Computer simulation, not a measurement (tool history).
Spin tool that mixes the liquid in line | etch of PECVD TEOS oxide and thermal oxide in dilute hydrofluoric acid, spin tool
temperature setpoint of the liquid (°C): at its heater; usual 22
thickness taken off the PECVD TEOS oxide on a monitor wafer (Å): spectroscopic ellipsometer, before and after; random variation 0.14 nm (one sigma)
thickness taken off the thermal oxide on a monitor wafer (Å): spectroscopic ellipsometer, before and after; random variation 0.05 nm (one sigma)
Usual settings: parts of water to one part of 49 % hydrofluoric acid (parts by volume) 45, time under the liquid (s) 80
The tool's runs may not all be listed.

run,hour,temperature setpoint of the liquid (°C),parts of water to one part of 49 % hydrofluoric acid (parts by volume),time under the liquid (s),wafers since the last listed run,hours since the thermometer was replaced,hours since the hydrofluoric acid flow meter was replaced,hours since the gauge calibration,"read-back film thickness of the PECVD TEOS oxide reference wafer, read on the same gauge (nm)","read-back film thickness of the thermal oxide reference wafer, read on the same gauge (nm)",thickness taken off the PECVD TEOS oxide on a monitor wafer (Å),thickness taken off the thermal oxide on a monitor wafer (Å)
1,0,22,45,80,0,2596.8,1250.2,552.8,120.02,140.01,311.1,82
# hour 29.8: gauge calibrated
2,58,20,45,105,448,2654.8,1308.2,28.2,120.01,140.02,372.1,99.1
3,117.8,20,45,105,461,2714.6,1368,88,120,140.02,371.4,99
4,174.5,22,45,115,437,2771.3,1424.7,144.7,120,140,444.3,117
5,209,22,45,115,266,2805.8,1459.2,179.2,120,140,440.6,117.7
6,248.5,22,45,115,305,2845.3,1498.7,218.7,120.01,140.01,442.7,116.7
7,289.9,22,45,105,319,2886.7,1540.1,260.1,120.02,140.01,402.8,107.2
8,320,22,45,80,232,2916.8,1570.2,290.2,119.97,139.98,306.3,81.1
9,382.5,23.5,50,80,482,2979.3,1632.7,352.7,120.04,140.01,290.6,76.5
# hour 422.7: thermometer replaced
10,437.9,23.5,50,80,420,15.2,1688.1,408.1,120,140,291.2,76.5
11,480.8,22,45,80,331,58.1,1731,451,120.03,140,305,80.3
12,515.7,22,45,80,269,93,1765.9,485.9,120.01,140,304.2,80.3
13,545.6,22,30,50,230,122.9,1795.8,515.8,119.98,140.01,292.1,77.1
# hour 568.4: hydrofluoric acid flow meter replaced
14,585.1,22,45,35,297,162.4,16.7,555.3,119.95,139.99,142.6,37.8
# hour 609.9: gauge calibrated
15,641.1,22,45,80,432,218.4,72.7,31.2,119.97,140,324.3,86.8
16,680.7,25,45,80,305,258,112.3,70.8,120.03,140.01,369.9,98.6
17,714.1,19,45,80,258,291.4,145.7,104.2,120.03,140,287.1,75.8
18,781.2,24,45,80,518,358.5,212.8,171.3,119.97,140,353.6,93.1
19,809.1,20,65,50,215,386.4,240.7,199.2,120,140,126,33.1
20,857.7,25,65,45,375,435,289.3,247.8,120.07,140.01,138.7,36.8
21,912.6,17.5,45,60,424,489.9,344.2,302.7,120.01,140,199.8,53
22,974.7,24,55,40,479,552,406.3,364.8,120.01,140.01,141.6,37
23,1007.5,22,30,80,253,584.8,439.1,397.6,119.97,140.01,490.5,129.7
24,1032,22,45,80,189,609.3,463.6,422.1,119.98,140.02,318.5,84.7

Forecast each of these 5 alternatives for the next run:
A,1032.4,22,25,80,3,609.7,464,422.5,?,?,?,?
B,1032.4,26,40,65,3,609.7,464,422.5,?,?,?,?
C,1032.4,25,55,95,3,609.7,464,422.5,?,?,?,?
D,1032.4,18.5,55,55,3,609.7,464,422.5,?,?,?,?
E,1032.4,22,60,80,3,609.7,464,422.5,?,?,?,?

run,"read-back film thickness of the PECVD TEOS oxide reference wafer, read on the same gauge (nm)","read-back film thickness of the thermal oxide reference wafer, read on the same gauge (nm)",thickness taken off the PECVD TEOS oxide on a monitor wafer (Å),thickness taken off the thermal oxide on a monitor wafer (Å)
A,119.96,139.99,595.8,156.4
B,119.96,139.99,350.2,91.9
C,119.96,139.99,349.9,91.9
D,119.96,139.99,154.5,40.6
E,119.96,139.99,237.2,62.3
Without the tool's hidden state the same runs would have given:
run,thickness taken off the PECVD TEOS oxide on a monitor wafer (Å),thickness taken off the thermal oxide on a monitor wafer (Å)
A,612.3,160.7
B,360.1,94.5
C,359.9,94.5
D,158.9,41.7
E,244,64.1
